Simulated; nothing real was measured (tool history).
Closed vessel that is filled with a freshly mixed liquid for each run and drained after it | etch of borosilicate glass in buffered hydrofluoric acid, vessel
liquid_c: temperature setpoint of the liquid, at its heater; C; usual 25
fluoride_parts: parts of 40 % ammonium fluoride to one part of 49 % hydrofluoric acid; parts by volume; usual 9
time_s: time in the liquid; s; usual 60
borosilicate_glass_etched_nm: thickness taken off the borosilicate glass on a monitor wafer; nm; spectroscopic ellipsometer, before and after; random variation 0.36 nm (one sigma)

run	day	liquid_c	fluoride_parts	time_s	read-back film thickness of the borosilicate glass reference wafer, read on the same gauge (nm)	borosilicate_glass_etched_nm
1	0	25	9	60	149.94	83.57
2	0.892	29	9	40	149.9	69.09
3	2.142	29	9	40	149.82	68.48
4	2.658	29	9	40	149.75	68.64
5	4.038	25	9	60	149.62	82.74
6	4.838	25	9	60	149.52	83.39
7	6.017	25	9	60	149.32	83.09
8	6.825	25	9	60	149.21	82.83
9	8.292	27.5	9	50	148.94	78.51
# day 8.562: hydrofluoric acid flow meter replaced
10	9.512	27.5	9	50	148.67	79.09
11	10.246	27.5	9	50	148.5	78.6
# day 10.296: thermometer replaced
12	10.946	29	12	75	148.32	98.95
13	11.779	21.5	6.5	60	148.13	96.5
# day 12.317: gauge calibrated
14	13.058	25	9	60	150.28	83.54
15	16.096	29	9	40	150.14	68.68
16	19.342	23.5	9	45	149.84	57.8
17	20.408	22	12	40	149.67	36.8
18	21.679	25	8	80	149.5	127.03
19	22.492	25	9	60	149.34	82.98
20	23.571	29	12	60	149.13	80.04
21	24.496	22.5	7	60	148.92	96.26
22	25.675	25	9	60	148.64	83.04

3 ways to go on from here, each from the tool as it stands after run 22. What would each give?
A	25.704	25	11.5	60	?	?
B	25.704	28	9	70	?	?
C	25.704	25	9	80	?	?

run	read-back film thickness of the borosilicate glass reference wafer, read on the same gauge (nm)	borosilicate_glass_etched_nm
A	148.62	67.36
B	148.62	113.02
C	148.62	110.31
Without the tool's hidden state the same runs would have given:
run	borosilicate_glass_etched_nm
A	67.98
B	114.06
C	111.32
